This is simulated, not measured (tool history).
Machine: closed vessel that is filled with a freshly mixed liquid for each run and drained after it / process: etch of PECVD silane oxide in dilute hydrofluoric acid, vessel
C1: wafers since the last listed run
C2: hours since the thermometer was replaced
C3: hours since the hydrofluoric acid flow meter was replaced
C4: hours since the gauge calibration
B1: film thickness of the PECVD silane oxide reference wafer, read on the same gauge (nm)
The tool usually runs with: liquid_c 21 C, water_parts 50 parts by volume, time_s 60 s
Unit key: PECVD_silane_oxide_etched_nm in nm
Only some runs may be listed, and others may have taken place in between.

run 1 day=0 | liquid_c=21 water_parts=50 time_s=60 | C1=0 C2=734.5 C3=773.9 C4=338 | B1=100.7 | PECVD_silane_oxide_etched_nm=21.41
-- day=1.1 hydrofluoric acid flow meter replaced
run 2 day=7.658 | liquid_c=21 water_parts=50 time_s=60 | C1=12093 C2=918.3 C3=157.4 C4=521.8 | B1=101.08 | PECVD_silane_oxide_etched_nm=21.66
run 3 day=11.425 | liquid_c=21 water_parts=50 time_s=60 | C1=5980 C2=1008.7 C3=247.8 C4=612.2 | B1=101.23 | PECVD_silane_oxide_etched_nm=21.64
run 4 day=15.704 | liquid_c=21 water_parts=50 time_s=60 | C1=6794 C2=1111.4 C3=350.5 C4=714.9 | B1=101.46 | PECVD_silane_oxide_etched_nm=21.6
run 5 day=17.275 | liquid_c=21 water_parts=50 time_s=60 | C1=2494 C2=1149.1 C3=388.2 C4=752.6 | B1=101.5 | PECVD_silane_oxide_etched_nm=21.6
run 6 day=19.933 | liquid_c=21 water_parts=50 time_s=60 | C1=4220 C2=1212.9 C3=452 C4=816.4 | B1=101.66 | PECVD_silane_oxide_etched_nm=21.65
run 7 day=22.408 | liquid_c=21 water_parts=50 time_s=60 | C1=3929 C2=1272.3 C3=511.4 C4=875.8 | B1=101.8 | PECVD_silane_oxide_etched_nm=21.64
run 8 day=26.75 | liquid_c=21 water_parts=50 time_s=60 | C1=6893 C2=1376.5 C3=615.6 C4=980 | B1=101.96 | PECVD_silane_oxide_etched_nm=21.78
run 9 day=30.579 | liquid_c=21 water_parts=60 time_s=60 | C1=6080 C2=1468.4 C3=707.5 C4=1071.9 | B1=102.17 | PECVD_silane_oxide_etched_nm=17.98
-- day=31.158 gauge calibrated
-- day=31.529 hydrofluoric acid flow meter replaced
run 10 day=32.083 | liquid_c=21 water_parts=40 time_s=60 | C1=2322 C2=1504.5 C3=13.3 C4=22.2 | B1=100.09 | PECVD_silane_oxide_etched_nm=27.04
run 11 day=35.892 | liquid_c=17 water_parts=50 time_s=60 | C1=6046 C2=1595.9 C3=104.7 C4=113.6 | B1=100.25 | PECVD_silane_oxide_etched_nm=18.07
run 12 day=40.271 | liquid_c=17.5 water_parts=55 time_s=35 | C1=6953 C2=1701 C3=209.8 C4=218.7 | B1=100.47 | PECVD_silane_oxide_etched_nm=9.78
run 13 day=41.858 | liquid_c=21 water_parts=50 time_s=60 | C1=2520 C2=1739.1 C3=247.9 C4=256.8 | B1=100.57 | PECVD_silane_oxide_etched_nm=21.41
-- day=45.012 thermometer replaced
run 14 day=45.162 | liquid_c=21 water_parts=50 time_s=60 | C1=5180 C2=3.6 C3=327.2 C4=336.1 | B1=100.72 | PECVD_silane_oxide_etched_nm=21.44
run 15 day=47.729 | liquid_c=21 water_parts=35 time_s=40 | C1=4075 C2=65.2 C3=388.8 C4=397.7 | B1=100.8 | PECVD_silane_oxide_etched_nm=21.02
run 16 day=50.671 | liquid_c=21 water_parts=70 time_s=95 | C1=4670 C2=135.8 C3=459.4 C4=468.3 | B1=101.02 | PECVD_silane_oxide_etched_nm=23.8
run 17 day=54.096 | liquid_c=18 water_parts=60 time_s=45 | C1=5438 C2=218 C3=541.6 C4=550.5 | B1=101.11 | PECVD_silane_oxide_etched_nm=11.74
run 18 day=58.375 | liquid_c=23 water_parts=50 time_s=60 | C1=6794 C2=320.7 C3=644.3 C4=653.2 | B1=101.31 | PECVD_silane_oxide_etched_nm=23.62
run 19 day=62.392 | liquid_c=23.5 water_parts=40 time_s=75 | C1=6377 C2=417.1 C3=740.7 C4=749.6 | B1=101.55 | PECVD_silane_oxide_etched_nm=38.15

Branching from run 19: 4 alternative next runs. What would each branch give?
run A day=62.421 | liquid_c=21 water_parts=50 time_s=60 | C1=46 C2=417.8 C3=741.4 C4=750.3 | B1=? | PECVD_silane_oxide_etched_nm=?
run B day=62.421 | liquid_c=21 water_parts=50 time_s=70 | C1=46 C2=417.8 C3=741.4 C4=750.3 | B1=? | PECVD_silane_oxide_etched_nm=?
run C day=62.421 | liquid_c=17.5 water_parts=60 time_s=90 | C1=46 C2=417.8 C3=741.4 C4=750.3 | B1=? | PECVD_silane_oxide_etched_nm=?
run D day=62.421 | liquid_c=18.5 water_parts=55 time_s=50 | C1=46 C2=417.8 C3=741.4 C4=750.3 | B1=? | PECVD_silane_oxide_etched_nm=?

run=A B1=101.59 PECVD_silane_oxide_etched_nm=21.69
run=B B1=101.59 PECVD_silane_oxide_etched_nm=25.3
run=C B1=101.59 PECVD_silane_oxide_etched_nm=23.08
run=D B1=101.59 PECVD_silane_oxide_etched_nm=14.69
Without the tool's hidden state the same runs would have given:
run=A PECVD_silane_oxide_etched_nm=21.36
run=B PECVD_silane_oxide_etched_nm=24.92
run=C PECVD_silane_oxide_etched_nm=22.73
run=D PECVD_silane_oxide_etched_nm=14.46

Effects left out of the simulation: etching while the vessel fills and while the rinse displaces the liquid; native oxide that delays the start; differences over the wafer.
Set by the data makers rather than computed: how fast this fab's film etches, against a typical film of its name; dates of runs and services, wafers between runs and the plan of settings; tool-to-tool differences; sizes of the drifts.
